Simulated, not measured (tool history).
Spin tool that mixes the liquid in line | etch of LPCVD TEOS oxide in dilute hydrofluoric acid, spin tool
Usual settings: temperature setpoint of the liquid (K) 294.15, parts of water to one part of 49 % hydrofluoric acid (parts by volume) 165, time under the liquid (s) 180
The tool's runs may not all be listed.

| run | hour | temperature setpoint of the liquid (K) | parts of water to one part of 49 % hydrofluoric acid (parts by volume) | time under the liquid (s) | read-back film thickness of the LPCVD TEOS oxide reference wafer, read on the same gauge (nm) | thickness taken off the LPCVD TEOS oxide on a monitor wafer (angstrom) |
|---|---|---|---|---|---|---|
| 1 | 0 | 297.15 | 165 | 180 | 89.99 | 149.7 |
| 2 | 25.6 | 297.15 | 165 | 180 | 90.02 | 148.1 |
| 3 | 64.7 | 297.15 | 165 | 180 | 90 | 146.9 |
| 4 | 118.1 | 292.15 | 165 | 135 | 89.99 | 88.9 |
| 5 | 164.6 | 292.15 | 165 | 135 | 90.03 | 90.5 |
| 6 | 209.1 | 292.15 | 165 | 135 | 90 | 89.3 |
| 7 | 275.9 | 294.15 | 220 | 120 | 90 | 60.1 |
| 8 | 342 | 294.15 | 220 | 120 | 89.99 | 59.4 |
|  | 368.1 | gauge calibrated |
| 9 | 408 | 294.15 | 105 | 180 | 90 | 214.1 |
| 10 | 479.4 | 294.15 | 105 | 180 | 90 | 209.2 |
|  | 539.8 | hydrofluoric acid flow meter replaced |
| 11 | 542 | 294.15 | 210 | 120 | 90 | 73.1 |
| 12 | 597.1 | 291.15 | 165 | 180 | 90 | 127.7 |
| 13 | 623.5 | 290.65 | 115 | 275 | 89.99 | 284.8 |
|  | 646.4 | thermometer replaced |
| 14 | 678.8 | 298.65 | 165 | 275 | 90.01 | 285.3 |
| 15 | 708.2 | 297.15 | 190 | 180 | 89.99 | 148.7 |
| 16 | 739.4 | 298.65 | 165 | 275 | 89.99 | 280.6 |
| 17 | 792.9 | 292.65 | 90 | 235 | 90 | 374.2 |
| 18 | 830.2 | 294.15 | 220 | 120 | 89.99 | 72.6 |
| 19 | 863.8 | 298.15 | 165 | 180 | 90 | 178.8 |
| 20 | 901 | 296.15 | 130 | 290 | 90.02 | 352.6 |

4 ways to go on from here, each from the tool as it stands after run 20. What would each give?
| A | 901.5 | 294.15 | 165 | 180 | ? | ? |
| B | 901.5 | 292.15 | 100 | 115 | ? | ? |
| C | 901.5 | 291.15 | 130 | 105 | ? | ? |
| D | 901.5 | 295.65 | 200 | 100 | ? | ? |

| run | read-back film thickness of the LPCVD TEOS oxide reference wafer, read on the same gauge (nm) | thickness taken off the LPCVD TEOS oxide on a monitor wafer (angstrom) |
|---|---|---|
| A | 90.01 | 151.9 |
| B | 90.01 | 158.6 |
| C | 90.01 | 103.5 |
| D | 90.01 | 71.1 |
Without the tool's hidden state the same runs would have given:
| run | thickness taken off the LPCVD TEOS oxide on a monitor wafer (angstrom) |
|---|---|
| A | 159.9 |
| B | 166.7 |
| C | 108.8 |
| D | 74.8 |
